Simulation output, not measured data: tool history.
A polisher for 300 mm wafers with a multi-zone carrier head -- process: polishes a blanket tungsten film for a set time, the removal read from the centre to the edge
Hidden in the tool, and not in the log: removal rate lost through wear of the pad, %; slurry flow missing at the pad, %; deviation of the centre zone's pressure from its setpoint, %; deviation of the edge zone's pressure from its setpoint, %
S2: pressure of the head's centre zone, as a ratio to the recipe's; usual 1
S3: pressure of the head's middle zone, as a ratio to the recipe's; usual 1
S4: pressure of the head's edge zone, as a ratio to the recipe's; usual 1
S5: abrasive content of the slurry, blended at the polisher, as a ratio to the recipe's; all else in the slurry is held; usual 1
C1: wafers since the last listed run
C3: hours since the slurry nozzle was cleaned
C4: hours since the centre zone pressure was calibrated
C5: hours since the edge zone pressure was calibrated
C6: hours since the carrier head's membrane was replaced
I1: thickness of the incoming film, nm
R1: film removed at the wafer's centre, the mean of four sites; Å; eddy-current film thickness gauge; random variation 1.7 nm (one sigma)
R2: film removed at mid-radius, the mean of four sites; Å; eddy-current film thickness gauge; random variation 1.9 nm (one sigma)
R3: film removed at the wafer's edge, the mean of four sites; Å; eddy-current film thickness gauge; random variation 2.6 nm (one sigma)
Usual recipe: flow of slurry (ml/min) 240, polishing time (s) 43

Run 1, hour 0: usual settings but S5 1.1; C1 0; wafers polished on this pad 1142; C3 322.3; C4 203.5; C5 708.4; C6 1109.4; I1 786.3. Result: R1 2058 Å, R2 2013 Å, R3 2096 Å.
Run 2, hour 30.1: usual settings but S5 1.1; C1 309; wafers polished on this pad 1451; C3 352.4; C4 233.6; C5 738.5; C6 1139.5; I1 774. Result: R1 2029 Å, R2 2017 Å, R3 2064 Å.
Run 3, hour 84.1: usual settings but polishing time (s) 38; C1 554; wafers polished on this pad 2005; C3 406.4; C4 287.6; C5 792.5; C6 1193.5; I1 783.1. Result: R1 1699 Å, R2 1673 Å, R3 1709 Å.
At hour 101: worn pad replaced by a new one.
Run 4, hour 130.7: usual settings; C1 437; wafers polished on this pad 305; C3 453; C4 334.2; C5 839.1; C6 1240.1; I1 785.5. Result: R1 2022 Å, R2 2013 Å, R3 2079 Å.
At hour 168.4: carrier head's membrane replaced by a new one.
Run 5, hour 202.2: usual settings; C1 683; wafers polished on this pad 988; C3 524.5; C4 405.7; C5 910.6; C6 33.8; I1 766.4. Result: R1 1966 Å, R2 1947 Å, R3 1971 Å.
At hour 234.5: slurry nozzle cleaned.
Run 6, hour 245.2: usual settings; C1 431; wafers polished on this pad 1419; C3 10.7; C4 448.7; C5 953.6; C6 76.8; I1 772.3. Result: R1 1952 Å, R2 1937 Å, R3 1946 Å.
Run 7, hour 278.6: usual settings but S3 1.08; C1 343; wafers polished on this pad 1762; C3 44.1; C4 482.1; C5 987; C6 110.2; I1 788.1. Result: R1 1930 Å, R2 2019 Å, R3 1908 Å.
At hour 296.7: worn pad replaced by a new one.
Run 8, hour 336.7: usual settings but S3 1.08; C1 555; wafers polished on this pad 410; C3 102.2; C4 540.2; C5 1045.1; C6 168.3; I1 788. Result: R1 2008 Å, R2 2118 Å, R3 1981 Å.
Run 9, hour 388.3: usual settings but S3 1.08; C1 529; wafers polished on this pad 940; C3 153.8; C4 591.8; C5 1096.7; C6 219.9; I1 781.4. Result: R1 1974 Å, R2 2092 Å, R3 1981 Å.
Run 10, hour 421.7: usual settings but S5 1.15; C1 343; wafers polished on this pad 1283; C3 187.2; C4 625.2; C5 1130.1; C6 253.3; I1 767.2. Result: R1 2039 Å, R2 2032 Å, R3 2049 Å.
Run 11, hour 472.5: usual settings but S3 1.08; C1 521; wafers polished on this pad 1805; C3 238; C4 676; C5 1180.9; C6 304.1; I1 775.2. Result: R1 1916 Å, R2 2002 Å, R3 1922 Å.
Run 12, hour 527.4: usual settings; C1 563; wafers polished on this pad 2369; C3 292.9; C4 730.9; C5 1235.8; C6 359; I1 766. Result: R1 1864 Å, R2 1839 Å, R3 1889 Å.
At hour 544.5: worn pad replaced by a new one.
Run 13, hour 578.3: usual settings but flow of slurry (ml/min) 155, S4 0.91; C1 481; wafers polished on this pad 347; C3 343.8; C4 781.8; C5 1286.7; C6 409.9; I1 778. Result: R1 1864 Å, R2 1865 Å, R3 1840 Å.
Run 14, hour 605.8: usual settings but S5 1.15; C1 282; wafers polished on this pad 629; C3 371.3; C4 809.3; C5 1314.2; C6 437.4; I1 775.8. Result: R1 2119 Å, R2 2111 Å, R3 2134 Å.
At hour 633.9: edge zone pressure recalibrated.
Run 15, hour 648.2: usual settings but S3 1.05, S5 1.1; C1 414; wafers polished on this pad 1044; C3 413.7; C4 851.7; C5 14.3; C6 479.8; I1 778.3. Result: R1 2047 Å, R2 2082 Å, R3 2071 Å.
At hour 673: centre zone pressure recalibrated.
Run 16, hour 687: usual settings but S2 1.12, S4 1.04; C1 377; wafers polished on this pad 1422; C3 452.5; C4 14; C5 53.1; C6 518.6; I1 772.7. Result: R1 2153 Å, R2 1894 Å, R3 2019 Å.
Run 17, hour 729.2: usual settings but flow of slurry (ml/min) 210, S2 1.05, S3 1.1, S5 1.15; C1 433; wafers polished on this pad 1855; C3 494.7; C4 56.2; C5 95.3; C6 560.8; I1 779.8. Result: R1 2064 Å, R2 2121 Å, R3 2043 Å.
At hour 752.7: worn pad replaced by a new one.
Run 18, hour 762.1: usual settings but flow of slurry (ml/min) 215, S2 0.92, S3 1.12; C1 296; wafers polished on this pad 96; C3 527.6; C4 89.1; C5 128.2; C6 593.7; I1 783.4. Result: R1 1850 Å, R2 2213 Å, R3 2089 Å.
Run 19, hour 797.5: usual settings but S5 0.75, polishing time (s) 50; C1 363; wafers polished on this pad 459; C3 563; C4 124.5; C5 163.6; C6 629.1; I1 783.8. Result: R1 2060 Å, R2 2059 Å, R3 2084 Å.
At hour 807.4: slurry nozzle cleaned.
Run 20, hour 859.6: usual settings but flow of slurry (ml/min) 305; C1 627; wafers polished on this pad 1087; C3 52.2; C4 186.6; C5 225.7; C6 691.2; I1 783.7. Result: R1 2047 Å, R2 2000 Å, R3 1990 Å.
Run 21, hour 896.5: usual settings but S3 0.91; C1 378; wafers polished on this pad 1466; C3 89.1; C4 223.5; C5 262.6; C6 728.1; I1 769.4. Result: R1 1962 Å, R2 1808 Å, R3 1952 Å.

Expected results for the next run?
Run 22, hour 931.6: usual settings but S3 1.1, S4 0.91, S5 0.8, polishing time (s) 29; C1 360; wafers polished on this pad 1826; C3 124.2; C4 258.6; C5 297.7; C6 763.2; I1 777.7. Result: R1 ?, R2 ?, R3 ?.

Run 22 gave R1 1185 Å, R2 1275 Å, R3 1147 Å.
If the tool had no hidden condition, the same run with the same run-to-run variation would have returned R1 1266 Å, R2 1363 Å, R3 1226 Å.
